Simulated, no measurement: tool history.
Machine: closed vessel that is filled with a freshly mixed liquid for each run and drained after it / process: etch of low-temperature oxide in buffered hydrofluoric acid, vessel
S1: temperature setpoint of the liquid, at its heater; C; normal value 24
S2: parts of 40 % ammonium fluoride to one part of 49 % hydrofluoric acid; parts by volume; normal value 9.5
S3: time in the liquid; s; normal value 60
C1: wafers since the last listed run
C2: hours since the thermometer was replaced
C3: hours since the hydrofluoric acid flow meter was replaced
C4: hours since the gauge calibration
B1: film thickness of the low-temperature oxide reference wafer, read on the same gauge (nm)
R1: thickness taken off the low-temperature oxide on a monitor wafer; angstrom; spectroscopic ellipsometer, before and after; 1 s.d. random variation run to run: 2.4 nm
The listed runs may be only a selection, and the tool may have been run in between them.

{"run": 1, "hour": 0.0, "S1": 24, "S2": 7, "S3": 40, "C1": 0, "C2": 2166.4, "C3": 839.8, "C4": 367, "B1": 150.01, "R1": 4440.5}
{"run": 2, "hour": 7.8, "S1": 24, "S2": 9.5, "S3": 35, "C1": 826, "C2": 2174.2, "C3": 847.6, "C4": 374.8, "B1": 150, "R1": 2860.3}
{"run": 3, "hour": 21.9, "S1": 24, "S2": 9.5, "S3": 35, "C1": 1494, "C2": 2188.3, "C3": 861.7, "C4": 388.9, "B1": 150.01, "R1": 2894.8}
{"run": 4, "hour": 30.1, "S1": 24, "S2": 9.5, "S3": 60, "C1": 869, "C2": 2196.5, "C3": 869.9, "C4": 397.1, "B1": 149.99, "R1": 4953.7}
{"run": 5, "hour": 36.7, "S1": 24, "S2": 11.5, "S3": 60, "C1": 699, "C2": 2203.1, "C3": 876.5, "C4": 403.7, "B1": 149.96, "R1": 4200.6}
{"run": 6, "hour": 52.5, "S1": 24, "S2": 9.5, "S3": 60, "C1": 1674, "C2": 2218.9, "C3": 892.3, "C4": 419.5, "B1": 149.98, "R1": 4983.3}
{"run": 7, "hour": 64.4, "S1": 24, "S2": 9.5, "S3": 60, "C1": 1261, "C2": 2230.8, "C3": 904.2, "C4": 431.4, "B1": 149.98, "R1": 4898}
{"run": 8, "hour": 74.8, "S1": 24, "S2": 9.5, "S3": 60, "C1": 1102, "C2": 2241.2, "C3": 914.6, "C4": 441.8, "B1": 150.03, "R1": 5009.6}
{"run": 9, "hour": 86.6, "S1": 24, "S2": 9.5, "S3": 60, "C1": 1250, "C2": 2253, "C3": 926.4, "C4": 453.6, "B1": 150, "R1": 4988.9}
{"run": 10, "hour": 100.2, "S1": 24, "S2": 9.5, "S3": 60, "C1": 1441, "C2": 2266.6, "C3": 940, "C4": 467.2, "B1": 150.03, "R1": 4989.5}
{"run": 11, "hour": 110.1, "S1": 24, "S2": 9.5, "S3": 60, "C1": 1049, "C2": 2276.5, "C3": 949.9, "C4": 477.1, "B1": 150.01, "R1": 5030.3}
{"run": 12, "hour": 118.2, "S1": 24, "S2": 9.5, "S3": 60, "C1": 858, "C2": 2284.6, "C3": 958, "C4": 485.2, "B1": 149.98, "R1": 5059.1}
{"run": 13, "hour": 130.1, "S1": 26, "S2": 9.5, "S3": 60, "C1": 1261, "C2": 2296.5, "C3": 969.9, "C4": 497.1, "B1": 149.99, "R1": 5647.3}
{"run": 14, "hour": 138.4, "S1": 26, "S2": 9.5, "S3": 60, "C1": 879, "C2": 2304.8, "C3": 978.2, "C4": 505.4, "B1": 150.02, "R1": 5604.6}
{"run": 15, "hour": 150.1, "S1": 24, "S2": 8, "S3": 60, "C1": 1240, "C2": 2316.5, "C3": 989.9, "C4": 517.1, "B1": 150.01, "R1": 6128.2}
{"hour": 154.4, "done": "gauge calibrated"}
{"run": 16, "hour": 167.4, "S1": 22.5, "S2": 8.5, "S3": 50, "C1": 1833, "C2": 2333.8, "C3": 1007.2, "C4": 13, "B1": 150, "R1": 4356}
{"run": 17, "hour": 183.9, "S1": 21, "S2": 11.5, "S3": 35, "C1": 1748, "C2": 2350.3, "C3": 1023.7, "C4": 29.5, "B1": 149.99, "R1": 2170}
{"run": 18, "hour": 191.0, "S1": 24, "S2": 9.5, "S3": 60, "C1": 752, "C2": 2357.4, "C3": 1030.8, "C4": 36.6, "B1": 149.97, "R1": 5085.5}
{"run": 19, "hour": 201.6, "S1": 24, "S2": 9.5, "S3": 60, "C1": 1123, "C2": 2368, "C3": 1041.4, "C4": 47.2, "B1": 150, "R1": 5106.1}
{"run": 20, "hour": 214.6, "S1": 25.5, "S2": 8.5, "S3": 75, "C1": 1377, "C2": 2381, "C3": 1054.4, "C4": 60.2, "B1": 150.01, "R1": 7767.2}
{"hour": 222.8, "done": "thermometer replaced"}
{"run": 21, "hour": 223.3, "S1": 24, "S2": 9.5, "S3": 60, "C1": 816, "C2": 0.5, "C3": 1063.1, "C4": 68.9, "B1": 149.99, "R1": 4396.7}
{"run": 22, "hour": 232.2, "S1": 24, "S2": 11.5, "S3": 95, "C1": 943, "C2": 9.4, "C3": 1072, "C4": 77.8, "B1": 150.01, "R1": 5966.2}
{"run": 23, "hour": 249.2, "S1": 26, "S2": 12, "S3": 30, "C1": 1801, "C2": 26.4, "C3": 1089, "C4": 94.8, "B1": 149.98, "R1": 2041.9}
{"run": 24, "hour": 266.8, "S1": 27.5, "S2": 9.5, "S3": 60, "C1": 1865, "C2": 44, "C3": 1106.6, "C4": 112.4, "B1": 150.01, "R1": 5406.1}
{"hour": 272.2, "done": "hydrofluoric acid flow meter replaced"}
{"run": 25, "hour": 275.3, "S1": 24, "S2": 9.5, "S3": 60, "C1": 794, "C2": 52.5, "C3": 3.1, "C4": 120.9, "B1": 150.01, "R1": 3938.3}
{"run": 26, "hour": 283.0, "S1": 20, "S2": 9.5, "S3": 35, "C1": 816, "C2": 60.2, "C3": 10.8, "C4": 128.6, "B1": 150, "R1": 1865.5}
{"run": 27, "hour": 299.0, "S1": 24, "S2": 12.5, "S3": 90, "C1": 1695, "C2": 76.2, "C3": 26.8, "C4": 144.6, "B1": 149.97, "R1": 4683.3}
{"run": 28, "hour": 325.1, "S1": 28.5, "S2": 11.5, "S3": 40, "C1": 2766, "C2": 102.3, "C3": 52.9, "C4": 170.7, "B1": 149.98, "R1": 2897.6}
{"run": 29, "hour": 340.6, "S1": 20.5, "S2": 9.5, "S3": 75, "C1": 1642, "C2": 117.8, "C3": 68.4, "C4": 186.2, "B1": 150, "R1": 4115.8}
{"run": 30, "hour": 350.0, "S1": 28.5, "S2": 7, "S3": 40, "C1": 996, "C2": 127.2, "C3": 77.8, "C4": 195.6, "B1": 150, "R1": 4628.4}
{"run": 31, "hour": 366.3, "S1": 24, "S2": 9.5, "S3": 60, "C1": 1727, "C2": 143.5, "C3": 94.1, "C4": 211.9, "B1": 149.97, "R1": 4061.1}
{"run": 32, "hour": 383.0, "S1": 20.5, "S2": 7.5, "S3": 70, "C1": 1770, "C2": 160.2, "C3": 110.8, "C4": 228.6, "B1": 149.99, "R1": 4969.3}
{"run": 33, "hour": 410.2, "S1": 22, "S2": 6.5, "S3": 60, "C1": 2882, "C2": 187.4, "C3": 138, "C4": 255.8, "B1": 150.01, "R1": 5311.3}

Hidden state at the last listed run before each entry between runs and at the first one after, where it differs:
Between runs 15 and 16: gauge calibrated (hour 154.4)
  liquid hotter than its thermometer reads (K): 2.63 -> 2.65; hydrofluoric acid flow above the setpoint (%): 13.3 -> 13.5
  what was measured, less what the result would be without the hidden state, R1: +1481.9 -> +1069.6 angstrom
Between runs 20 and 21: thermometer replaced (hour 222.8)
  liquid hotter than its thermometer reads (K): 2.7 -> 0.089; hydrofluoric acid flow above the setpoint (%): 14.1 -> 14.2
  what was measured, less what the result would be without the hidden state, R1: +1936.9 -> +513.3 angstrom
Between runs 24 and 25: hydrofluoric acid flow meter replaced (hour 272.2)
  liquid hotter than its thermometer reads (K): 0.138 -> 0.147; hydrofluoric acid flow above the setpoint (%): 14.7 -> 1.27
  what was measured, less what the result would be without the hidden state, R1: +667 -> +62.9 angstrom
